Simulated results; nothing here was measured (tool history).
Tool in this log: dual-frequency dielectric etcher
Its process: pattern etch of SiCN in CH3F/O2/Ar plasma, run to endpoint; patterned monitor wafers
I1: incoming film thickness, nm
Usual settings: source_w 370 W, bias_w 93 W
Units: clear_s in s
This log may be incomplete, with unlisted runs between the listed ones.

run 1 hour=0.0 | source_w=370 bias_w=93 | I1=9.22 | clear_s=23.7
run 2 hour=25.2 | source_w=370 bias_w=98 | I1=9.17 | clear_s=23.5
run 3 hour=86.1 | source_w=370 bias_w=93 | I1=9.19 | clear_s=24.5
run 4 hour=123.8 | source_w=350 bias_w=75 | I1=9.35 | clear_s=27.6
run 5 hour=176.3 | source_w=350 bias_w=75 | I1=9.24 | clear_s=26.0
run 6 hour=246.3 | source_w=400 bias_w=93 | I1=9.24 | clear_s=22.2
run 7 hour=314.6 | source_w=400 bias_w=93 | I1=9.23 | clear_s=22.6
run 8 hour=360.6 | source_w=370 bias_w=93 | I1=9.10 | clear_s=23.6
run 9 hour=396.8 | source_w=390 bias_w=93 | I1=9.23 | clear_s=23.1
run 10 hour=427.9 | source_w=390 bias_w=93 | I1=9.23 | clear_s=23.3
run 11 hour=453.2 | source_w=370 bias_w=93 | I1=9.20 | clear_s=24.1
run 12 hour=487.0 | source_w=370 bias_w=93 | I1=9.24 | clear_s=24.1
run 13 hour=529.9 | source_w=370 bias_w=93 | I1=9.18 | clear_s=24.3
run 14 hour=564.8 | source_w=370 bias_w=93 | I1=9.13 | clear_s=22.7
run 15 hour=589.5 | source_w=370 bias_w=93 | I1=9.28 | clear_s=22.9
run 16 hour=635.2 | source_w=370 bias_w=93 | I1=9.20 | clear_s=23.2
run 17 hour=707.1 | source_w=370 bias_w=93 | I1=9.18 | clear_s=23.5
run 18 hour=749.0 | source_w=370 bias_w=93 | I1=9.25 | clear_s=23.7
run 19 hour=820.3 | source_w=310 bias_w=83 | I1=9.22 | clear_s=27.2
run 20 hour=880.2 | source_w=370 bias_w=93 | I1=9.18 | clear_s=22.7
run 21 hour=926.0 | source_w=370 bias_w=70 | I1=9.23 | clear_s=25.3
run 22 hour=969.1 | source_w=280 bias_w=78 | I1=9.22 | clear_s=28.7
run 23 hour=1037.7 | source_w=370 bias_w=93 | I1=9.23 | clear_s=23.5
run 24 hour=1069.8 | source_w=320 bias_w=73 | I1=9.20 | clear_s=27.4
run 25 hour=1114.8 | source_w=430 bias_w=112 | I1=9.19 | clear_s=20.3
run 26 hour=1142.7 | source_w=370 bias_w=93 | I1=9.19 | clear_s=23.6
run 27 hour=1184.8 | source_w=400 bias_w=74 | I1=9.07 | clear_s=24.4
run 28 hour=1216.9 | source_w=370 bias_w=93 | I1=9.23 | clear_s=24.2
run 29 hour=1274.7 | source_w=370 bias_w=93 | I1=9.23 | clear_s=22.6
run 30 hour=1308.2 | source_w=370 bias_w=107 | I1=9.26 | clear_s=22.1
run 31 hour=1354.5 | source_w=350 bias_w=83 | I1=9.19 | clear_s=24.8
run 32 hour=1417.0 | source_w=400 bias_w=79 | I1=9.30 | clear_s=24.3
run 33 hour=1479.6 | source_w=370 bias_w=93 | I1=9.21 | clear_s=23.8
run 34 hour=1504.0 | source_w=400 bias_w=103 | I1=9.25 | clear_s=22.1
run 35 hour=1539.9 | source_w=410 bias_w=93 | I1=9.16 | clear_s=22.3

Not shown: 7 entries that the log had between the listed runs. Between which runs, and how does the tool's hidden state differ before and after?
Run 4 -> run 5: wet clean of the chamber (hour 164.9)
  etch rate over this chamber's usual, %: -5.63 -> -0.399
  what was measured, less what the result would be without the hidden state, clear_s: +1.5 -> +0.1 s
Run 13 -> run 14: wet clean of the chamber (hour 564.0)
  etch rate over this chamber's usual, %: -5.5 -> 0.0192
  what was measured, less what the result would be without the hidden state, clear_s: +1.3 -> -0.1 s
Run 16 -> run 17: upper electrode replaced (hour 683.6); source power generator calibrated (hour 699.9)
  etch rate over this chamber's usual, %: -0.996 -> -2.03
  what was measured, less what the result would be without the hidden state, clear_s: +0.2 -> +0.5 s
Run 19 -> run 20: wet clean of the chamber (hour 879.7)
  etch rate over this chamber's usual, %: -3.66 -> 1.04
  what was measured, less what the result would be without the hidden state, clear_s: +1.0 -> -0.3 s
Run 25 -> run 26: bias power generator calibrated (hour 1131.8)
  etch rate over this chamber's usual, %: -2.35 -> -2.75
  what was measured, less what the result would be without the hidden state, clear_s: +0.4 -> +0.7 s
Run 28 -> run 29: wet clean of the chamber (hour 1274.2)
  etch rate over this chamber's usual, %: -3.82 -> 0.12
  what was measured, less what the result would be without the hidden state, clear_s: +0.9 -> +0.0 s
